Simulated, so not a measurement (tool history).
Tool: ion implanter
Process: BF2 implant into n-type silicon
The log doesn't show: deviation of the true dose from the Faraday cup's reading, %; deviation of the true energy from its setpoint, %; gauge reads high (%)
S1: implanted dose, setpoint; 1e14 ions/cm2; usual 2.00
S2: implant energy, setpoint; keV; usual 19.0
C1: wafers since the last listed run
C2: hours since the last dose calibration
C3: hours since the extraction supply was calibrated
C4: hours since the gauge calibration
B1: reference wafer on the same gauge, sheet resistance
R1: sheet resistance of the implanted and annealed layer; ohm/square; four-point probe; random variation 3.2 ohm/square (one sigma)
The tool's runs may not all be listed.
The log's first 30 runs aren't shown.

run,hour,S1,S2,C1,C2,C3,C4,B1,R1
31,2370.9,2.00,19.0,1502,327.7,549.6,1116.5,479.66,545.76
32,2452.6,2.47,23.5,1385,409.4,631.3,1198.2,479.95,450.97
# hour 2487.8: Faraday cup replaced and dose calibrated, repeated, since the last time left the tool worse
33,2544.1,1.49,14.5,1415,56.3,722.8,1289.7,479.75,758.20
34,2638.0,2.17,25.0,1592,150.2,816.7,1383.6,479.91,521.16
35,2692.5,1.62,14.0,924,204.7,871.2,1438.1,479.74,709.02
36,2798.6,2.00,19.0,1798,310.8,977.3,1544.2,479.48,576.59
37,2886.6,2.00,19.0,1492,398.8,1065.3,1632.2,479.90,578.87
38,2978.8,2.45,24.0,1563,491.0,1157.5,1724.4,479.86,473.28

3 ways to go on from here, each from the tool as it stands after run 38. What would each give?
A,2979.2,1.82,19.0,6,491.4,1157.9,1724.8,?,?
B,2979.2,2.35,16.5,6,491.4,1157.9,1724.8,?,?
C,2979.2,2.00,23.0,6,491.4,1157.9,1724.8,?,?

run,B1,R1
A,480.22,622.26
B,480.22,507.13
C,480.22,562.78
Without the tool's hidden state the same runs would have given:
run,R1
A,617.82
B,503.46
C,558.78
